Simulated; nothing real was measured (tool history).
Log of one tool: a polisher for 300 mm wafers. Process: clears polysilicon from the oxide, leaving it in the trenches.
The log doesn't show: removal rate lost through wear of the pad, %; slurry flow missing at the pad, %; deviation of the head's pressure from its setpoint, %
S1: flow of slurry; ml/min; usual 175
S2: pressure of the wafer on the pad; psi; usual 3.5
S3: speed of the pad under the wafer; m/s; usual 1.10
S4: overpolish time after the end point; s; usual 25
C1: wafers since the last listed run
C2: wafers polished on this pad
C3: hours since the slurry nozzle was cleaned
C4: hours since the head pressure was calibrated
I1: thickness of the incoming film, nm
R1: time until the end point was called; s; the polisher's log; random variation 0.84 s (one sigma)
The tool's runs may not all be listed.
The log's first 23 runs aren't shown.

| run | hour | S1 | S2 | S3 | S4 | C1 | C2 | C3 | C4 | I1 | R1 |
|---|---|---|---|---|---|---|---|---|---|---|---|
| 24 | 1196.9 | 160 | 3.8 | 1.10 | 25 | 793 | 3473 | 347.9 | 530.0 | 718.1 | 52.3 |
| 25 | 1243.5 | 120 | 4.0 | 1.10 | 16 | 611 | 4084 | 394.5 | 576.6 | 728.6 | 65.4 |
|  | 1257.5 | worn pad replaced by a new one |
| 26 | 1268.5 | 155 | 4.1 | 1.44 | 37 | 275 | 143 | 419.5 | 601.6 | 724.3 | 40.3 |
| 27 | 1315.7 | 205 | 4.4 | 1.34 | 37 | 618 | 762 | 466.7 | 648.8 | 712.0 | 35.8 |
| 28 | 1367.7 | 175 | 3.5 | 1.10 | 25 | 681 | 1444 | 518.7 | 700.8 | 727.4 | 60.0 |
|  | 1381.7 | slurry nozzle cleaned |
| 29 | 1420.3 | 120 | 3.5 | 1.10 | 40 | 676 | 2120 | 38.6 | 753.4 | 730.2 | 58.0 |
| 30 | 1451.2 | 175 | 3.5 | 1.10 | 25 | 405 | 2526 | 69.5 | 784.3 | 724.5 | 50.1 |
| 31 | 1510.0 | 115 | 3.5 | 1.26 | 25 | 771 | 3297 | 128.3 | 843.1 | 723.6 | 58.1 |
| 32 | 1552.4 | 175 | 3.5 | 1.10 | 25 | 555 | 3853 | 170.7 | 885.5 | 724.4 | 53.6 |
| 33 | 1578.4 | 175 | 4.6 | 1.10 | 32 | 340 | 4194 | 196.7 | 911.5 | 716.0 | 41.7 |
|  | 1592.3 | worn pad replaced by a new one |
| 34 | 1734.2 | 175 | 3.9 | 1.10 | 25 | 1990 | 1860 | 352.5 | 1067.3 | 703.7 | 52.4 |

Forecast each of these 4 alternatives for the next run:
| A | 1734.6 | 175 | 3.5 | 1.10 | 25 | 5 | 1865 | 352.9 | 1067.7 | 718.9 | ? |
| B | 1734.6 | 175 | 3.5 | 1.42 | 30 | 5 | 1865 | 352.9 | 1067.7 | 718.9 | ? |
| C | 1734.6 | 175 | 3.8 | 1.20 | 25 | 5 | 1865 | 352.9 | 1067.7 | 718.9 | ? |
| D | 1734.6 | 175 | 2.8 | 0.94 | 25 | 5 | 1865 | 352.9 | 1067.7 | 718.9 | ? |

| run | R1 |
|---|---|
| A | 58.7 |
| B | 46.8 |
| C | 50.1 |
| D | 84.1 |
Without the tool's hidden state the same runs would have given:
| run | R1 |
|---|---|
| A | 46.0 |
| B | 36.7 |
| C | 39.2 |
| D | 65.9 |
